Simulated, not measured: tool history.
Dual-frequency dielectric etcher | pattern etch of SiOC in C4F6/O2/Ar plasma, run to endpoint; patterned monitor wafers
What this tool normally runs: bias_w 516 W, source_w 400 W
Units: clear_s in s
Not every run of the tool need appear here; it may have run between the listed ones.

| run | hour | bias_w | source_w | incoming incoming film thickness, nm | clear_s |
|---|---|---|---|---|---|
| 1 | 0.0 | 592 | 340 | 34.68 | 12.5 |
| 2 | 64.6 | 481 | 350 | 34.54 | 13.1 |
| 3 | 133.2 | 516 | 400 | 34.70 | 12.1 |
| 4 | 201.4 | 466 | 350 | 34.65 | 13.1 |
| 5 | 246.8 | 466 | 350 | 34.55 | 13.1 |
| 6 | 294.7 | 433 | 450 | 35.15 | 12.2 |
| 7 | 346.6 | 433 | 450 | 35.06 | 12.1 |
| 8 | 488.5 | 559 | 360 | 34.29 | 11.8 |
|  | 533.9 | wet clean of the chamber |
| 9 | 534.4 | 559 | 360 | 34.64 | 11.8 |
| 10 | 587.8 | 559 | 360 | 34.78 | 11.6 |
| 11 | 655.2 | 516 | 400 | 34.69 | 11.4 |
| 12 | 718.5 | 516 | 340 | 34.66 | 12.3 |
|  | 722.9 | source power generator calibrated |
|  | 762.5 | bias power generator calibrated |
|  | 769.5 | wet clean of the chamber, repeated, since the last time left the tool worse |
| 13 | 770.0 | 516 | 400 | 34.55 | 12.2 |
| 14 | 820.4 | 596 | 460 | 34.84 | 11.1 |
| 15 | 881.0 | 625 | 490 | 34.72 | 10.7 |
|  | 926.0 | upper electrode replaced |
| 16 | 1036.6 | 403 | 370 | 34.54 | 13.3 |
| 17 | 1085.7 | 388 | 470 | 34.85 | 12.3 |
| 18 | 1125.0 | 516 | 370 | 34.49 | 12.4 |
| 19 | 1182.3 | 594 | 480 | 34.71 | 10.7 |
| 20 | 1243.0 | 404 | 320 | 34.51 | 13.8 |
|  | 1321.1 | wet clean of the chamber |
| 21 | 1321.6 | 559 | 360 | 34.60 | 12.3 |
| 22 | 1361.5 | 516 | 400 | 34.88 | 12.3 |

Results for each run, recomputed without the tool's hidden state and with each run's random variation untouched:
The tool's hidden condition here consists of: etch rate over this chamber's usual, %; bias power that arrives over what is set, %; source power that arrives over what is set, %.
| run | clear_s |
|---|---|
| 1 | 12.6 |
| 2 | 13.2 |
| 3 | 12.3 |
| 4 | 13.4 |
| 5 | 13.3 |
| 6 | 12.4 |
| 7 | 12.4 |
| 8 | 12.1 |
| 9 | 12.5 |
| 10 | 12.3 |
| 11 | 12.1 |
| 12 | 13.1 |
| 13 | 12.2 |
| 14 | 11.2 |
| 15 | 10.7 |
| 16 | 13.4 |
| 17 | 12.5 |
| 18 | 12.6 |
| 19 | 10.9 |
| 20 | 14.1 |
| 21 | 12.4 |
| 22 | 12.4 |
